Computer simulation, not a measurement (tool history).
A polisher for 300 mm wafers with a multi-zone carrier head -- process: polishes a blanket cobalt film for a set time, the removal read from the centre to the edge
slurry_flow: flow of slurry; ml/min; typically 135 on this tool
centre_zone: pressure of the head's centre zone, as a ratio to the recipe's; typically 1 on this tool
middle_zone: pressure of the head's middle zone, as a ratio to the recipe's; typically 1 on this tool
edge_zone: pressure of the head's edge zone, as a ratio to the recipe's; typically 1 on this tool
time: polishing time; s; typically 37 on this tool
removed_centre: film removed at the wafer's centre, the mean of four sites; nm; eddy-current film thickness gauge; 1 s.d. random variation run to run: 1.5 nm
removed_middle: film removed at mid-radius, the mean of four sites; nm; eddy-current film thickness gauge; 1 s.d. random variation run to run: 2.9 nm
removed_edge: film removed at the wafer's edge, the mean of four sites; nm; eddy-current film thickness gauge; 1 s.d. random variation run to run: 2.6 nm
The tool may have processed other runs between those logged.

| run | hour | slurry_flow | centre_zone | middle_zone | edge_zone | time | incoming thickness of the incoming film, nm | removed_centre | removed_middle | removed_edge |
|---|---|---|---|---|---|---|---|---|---|---|
| 1 | 0 | 100 | 1 | 1.03 | 1 | 37 | 625.2 | 214.6 | 220.7 | 223.4 |
| 2 | 17.7 | 100 | 1 | 1.03 | 1 | 37 | 622.7 | 215.6 | 220.3 | 222.8 |
| 3 | 23.8 | 100 | 1 | 1.03 | 1 | 37 | 619.7 | 217.1 | 215.5 | 225 |
| 4 | 30.6 | 135 | 1 | 1 | 1 | 37 | 625.4 | 237 | 232.1 | 235.2 |
|  | 71 | worn pad replaced by a new one |
| 5 | 76.4 | 135 | 1 | 1 | 1 | 37 | 636.2 | 235.1 | 232.8 | 233.1 |
|  | 88.9 | edge zone pressure recalibrated |
| 6 | 89.4 | 135 | 1 | 1 | 1 | 37 | 620.2 | 239.1 | 234.8 | 231.4 |
|  | 103.3 | slurry nozzle cleaned |
| 7 | 104.9 | 135 | 1 | 1 | 1 | 37 | 639.3 | 237.8 | 232.5 | 239.5 |
| 8 | 111.2 | 135 | 1 | 1 | 1 | 37 | 620.1 | 235 | 235.2 | 237.1 |
| 9 | 118.8 | 135 | 0.92 | 0.92 | 1 | 37 | 632 | 222 | 216.2 | 232.8 |
| 10 | 127.9 | 155 | 1 | 1 | 1 | 25 | 626.7 | 165.9 | 161.3 | 162.4 |
|  | 144.6 | worn pad replaced by a new one |
| 11 | 145.1 | 150 | 0.93 | 0.97 | 1 | 37 | 628.8 | 228.1 | 226.6 | 246.5 |
| 12 | 154.5 | 135 | 1 | 1 | 1 | 37 | 621.6 | 238.8 | 230.4 | 235.5 |
|  | 169.8 | carrier head's membrane replaced by a new one |
| 13 | 170.3 | 135 | 1 | 1 | 1 | 37 | 630.9 | 235.6 | 234.3 | 237.7 |
|  | 178.1 | centre zone pressure recalibrated |
| 14 | 185.5 | 115 | 1 | 1 | 1 | 37 | 628.1 | 225.1 | 222.8 | 231.1 |
| 15 | 196.7 | 135 | 1 | 1 | 1 | 30 | 636.2 | 194 | 189.8 | 193.3 |
| 16 | 209.5 | 135 | 1 | 1 | 1 | 37 | 640.1 | 236.5 | 233.1 | 233.3 |
|  | 223 | worn pad replaced by a new one |
| 17 | 223.5 | 135 | 0.92 | 1 | 1 | 37 | 623.9 | 220.9 | 229.2 | 233.3 |

Exercise: give the hidden state of the tool at every run:
removal rate lost through wear of the pad, %: 0 on each run
slurry flow missing at the pad, %: 0 on each run
deviation of the centre zone's pressure from its setpoint, %: 0 on each run
deviation of the edge zone's pressure from its setpoint, %: 0 on each run
